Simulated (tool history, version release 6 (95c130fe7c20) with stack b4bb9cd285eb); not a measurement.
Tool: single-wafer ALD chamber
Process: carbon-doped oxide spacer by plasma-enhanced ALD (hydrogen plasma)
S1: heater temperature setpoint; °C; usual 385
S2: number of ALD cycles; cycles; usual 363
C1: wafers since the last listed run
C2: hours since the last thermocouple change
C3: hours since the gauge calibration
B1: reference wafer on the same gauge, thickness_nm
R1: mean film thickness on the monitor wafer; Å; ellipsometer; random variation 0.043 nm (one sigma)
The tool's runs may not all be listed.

{"run": 1, "day": 0.0, "S1": 385, "S2": 363, "C1": 0, "C2": 1615.7, "C3": 474.7, "B1": 18.379, "R1": 170.84}
{"run": 2, "day": 2.738, "S1": 380, "S2": 420, "C1": 95, "C2": 1681.4, "C3": 540.4, "B1": 18.359, "R1": 199.63}
{"run": 3, "day": 5.142, "S1": 385, "S2": 363, "C1": 83, "C2": 1739.1, "C3": 598.1, "B1": 18.344, "R1": 171.52}
{"run": 4, "day": 6.162, "S1": 385, "S2": 363, "C1": 35, "C2": 1763.6, "C3": 622.6, "B1": 18.333, "R1": 171.82}
{"run": 5, "day": 7.254, "S1": 385, "S2": 363, "C1": 38, "C2": 1789.8, "C3": 648.8, "B1": 18.333, "R1": 170.7}
{"run": 6, "day": 9.088, "S1": 385, "S2": 379, "C1": 63, "C2": 1833.8, "C3": 692.8, "B1": 18.319, "R1": 179.01}
{"run": 7, "day": 10.975, "S1": 385, "S2": 379, "C1": 65, "C2": 1879.1, "C3": 738.1, "B1": 18.315, "R1": 178.3}
{"run": 8, "day": 12.867, "S1": 385, "S2": 363, "C1": 65, "C2": 1924.5, "C3": 783.5, "B1": 18.308, "R1": 171.24}
{"run": 9, "day": 14.942, "S1": 385, "S2": 363, "C1": 72, "C2": 1974.3, "C3": 833.3, "B1": 18.29, "R1": 171.77}
{"run": 10, "day": 17.529, "S1": 385, "S2": 363, "C1": 90, "C2": 2036.4, "C3": 895.4, "B1": 18.279, "R1": 171.17}
{"run": 11, "day": 20.15, "S1": 385, "S2": 363, "C1": 91, "C2": 2099.3, "C3": 958.3, "B1": 18.264, "R1": 171.38}
{"run": 12, "day": 21.95, "S1": 385, "S2": 363, "C1": 62, "C2": 2142.5, "C3": 1001.5, "B1": 18.254, "R1": 170.96}
{"run": 13, "day": 23.912, "S1": 394, "S2": 363, "C1": 68, "C2": 2189.6, "C3": 1048.6, "B1": 18.233, "R1": 170.25}
{"run": 14, "day": 26.338, "S1": 394, "S2": 363, "C1": 84, "C2": 2247.8, "C3": 1106.8, "B1": 18.229, "R1": 170.72}
{"run": 15, "day": 27.629, "S1": 394, "S2": 363, "C1": 44, "C2": 2278.8, "C3": 1137.8, "B1": 18.226, "R1": 170.66}
{"run": 16, "day": 29.138, "S1": 391, "S2": 363, "C1": 52, "C2": 2315, "C3": 1174, "B1": 18.215, "R1": 170.24}
{"run": 17, "day": 30.196, "S1": 385, "S2": 363, "C1": 36, "C2": 2340.4, "C3": 1199.4, "B1": 18.21, "R1": 170.41}
{"day": 31.521, "done": "thermocouple changed; heater temperature recalibrated"}
{"run": 18, "day": 31.746, "S1": 385, "S2": 363, "C1": 42, "C2": 5.4, "C3": 1236.6, "B1": 18.199, "R1": 170.02}
{"run": 19, "day": 33.6, "S1": 385, "S2": 363, "C1": 64, "C2": 49.9, "C3": 1281.1, "B1": 18.177, "R1": 170.23}
{"run": 20, "day": 36.488, "S1": 385, "S2": 323, "C1": 100, "C2": 119.2, "C3": 1350.4, "B1": 18.175, "R1": 151.25}
{"run": 21, "day": 38.238, "S1": 385, "S2": 323, "C1": 60, "C2": 161.2, "C3": 1392.4, "B1": 18.17, "R1": 151.02}
{"run": 22, "day": 39.85, "S1": 385, "S2": 323, "C1": 56, "C2": 199.9, "C3": 1431.1, "B1": 18.156, "R1": 150.79}
{"run": 23, "day": 42.3, "S1": 385, "S2": 363, "C1": 85, "C2": 258.7, "C3": 1489.9, "B1": 18.132, "R1": 170.09}
{"run": 24, "day": 44.938, "S1": 385, "S2": 363, "C1": 91, "C2": 322, "C3": 1553.2, "B1": 18.122, "R1": 169.49}
{"run": 25, "day": 47.654, "S1": 391, "S2": 295, "C1": 94, "C2": 387.2, "C3": 1618.4, "B1": 18.114, "R1": 138.27}
{"run": 26, "day": 49.783, "S1": 393, "S2": 385, "C1": 74, "C2": 438.3, "C3": 1669.5, "B1": 18.098, "R1": 179.77}
{"run": 27, "day": 51.617, "S1": 385, "S2": 330, "C1": 63, "C2": 482.3, "C3": 1713.5, "B1": 18.087, "R1": 154.2}
{"run": 28, "day": 53.083, "S1": 396, "S2": 399, "C1": 51, "C2": 517.5, "C3": 1748.7, "B1": 18.081, "R1": 185.73}
{"run": 29, "day": 55.817, "S1": 385, "S2": 388, "C1": 95, "C2": 583.1, "C3": 1814.3, "B1": 18.072, "R1": 181.4}
{"run": 30, "day": 57.721, "S1": 385, "S2": 363, "C1": 66, "C2": 628.8, "C3": 1860, "B1": 18.06, "R1": 168.74}
{"run": 31, "day": 60.588, "S1": 385, "S2": 363, "C1": 99, "C2": 697.6, "C3": 1928.8, "B1": 18.036, "R1": 168.72}
{"day": 61.788, "done": "gauge calibrated"}
{"run": 32, "day": 62.925, "S1": 385, "S2": 293, "C1": 81, "C2": 753.7, "C3": 27.3, "B1": 18.43, "R1": 139.38}
{"run": 33, "day": 64.612, "S1": 385, "S2": 363, "C1": 58, "C2": 794.2, "C3": 67.8, "B1": 18.435, "R1": 172.24}
{"run": 34, "day": 66.429, "S1": 371, "S2": 344, "C1": 63, "C2": 837.8, "C3": 111.4, "B1": 18.403, "R1": 162.98}
{"run": 35, "day": 69.271, "S1": 392, "S2": 422, "C1": 98, "C2": 906, "C3": 179.6, "B1": 18.402, "R1": 200.51}
{"run": 36, "day": 71.529, "S1": 371, "S2": 432, "C1": 78, "C2": 960.2, "C3": 233.8, "B1": 18.386, "R1": 204.67}
{"run": 37, "day": 72.7, "S1": 385, "S2": 363, "C1": 40, "C2": 988.3, "C3": 261.9, "B1": 18.383, "R1": 171.72}
{"run": 38, "day": 79.946, "S1": 377, "S2": 422, "C1": 252, "C2": 1162.2, "C3": 435.8, "B1": 18.338, "R1": 198.93}
{"run": 39, "day": 81.146, "S1": 397, "S2": 316, "C1": 41, "C2": 1191, "C3": 464.6, "B1": 18.33, "R1": 149.03}
{"run": 40, "day": 82.258, "S1": 390, "S2": 363, "C1": 38, "C2": 1217.7, "C3": 491.3, "B1": 18.33, "R1": 171.38}
{"run": 41, "day": 84.45, "S1": 385, "S2": 363, "C1": 76, "C2": 1270.3, "C3": 543.9, "B1": 18.321, "R1": 171.47}
{"run": 42, "day": 86.688, "S1": 385, "S2": 363, "C1": 77, "C2": 1324, "C3": 597.6, "B1": 18.311, "R1": 170.45}
{"run": 43, "day": 88.946, "S1": 371, "S2": 339, "C1": 78, "C2": 1378.2, "C3": 651.8, "B1": 18.298, "R1": 160.04}
{"run": 44, "day": 90.2, "S1": 375, "S2": 333, "C1": 43, "C2": 1408.3, "C3": 681.9, "B1": 18.288, "R1": 156.8}
{"run": 45, "day": 91.638, "S1": 400, "S2": 428, "C1": 50, "C2": 1442.8, "C3": 716.4, "B1": 18.279, "R1": 202.11}
{"run": 46, "day": 93.762, "S1": 399, "S2": 424, "C1": 73, "C2": 1493.8, "C3": 767.4, "B1": 18.264, "R1": 199.62}

The same runs without the tool's hidden state, with the same run-to-run variation:
The hidden state here: wafer temperature above the value expected at the setpoint (K); gauge reads high (%).
run=1 R1=172.05
run=2 R1=201.2
run=3 R1=172.98
run=4 R1=173.35
run=5 R1=172.27
run=6 R1=180.76
run=7 R1=180.13
run=8 R1=173.1
run=9 R1=173.74
run=10 R1=173.27
run=11 R1=173.62
run=12 R1=173.28
run=13 R1=172.66
run=14 R1=173.26
run=15 R1=173.27
run=16 R1=172.92
run=17 R1=173.15
run=18 R1=172.83
run=19 R1=173.14
run=20 R1=153.97
run=21 R1=153.81
run=22 R1=153.65
run=23 R1=173.44
run=24 R1=172.97
run=25 R1=141.23
run=26 R1=183.73
run=27 R1=157.68
run=28 R1=190.01
run=29 R1=185.73
run=30 R1=172.87
run=31 R1=172.99
run=32 R1=139.88
run=33 R1=172.95
run=34 R1=163.74
run=35 R1=201.61
run=36 R1=205.93
run=37 R1=172.84
run=38 R1=200.65
run=39 R1=150.38
run=40 R1=172.98
run=41 R1=173.18
run=42 R1=172.27
run=43 R1=161.86
run=44 R1=158.63
run=45 R1=204.57
run=46 R1=202.17

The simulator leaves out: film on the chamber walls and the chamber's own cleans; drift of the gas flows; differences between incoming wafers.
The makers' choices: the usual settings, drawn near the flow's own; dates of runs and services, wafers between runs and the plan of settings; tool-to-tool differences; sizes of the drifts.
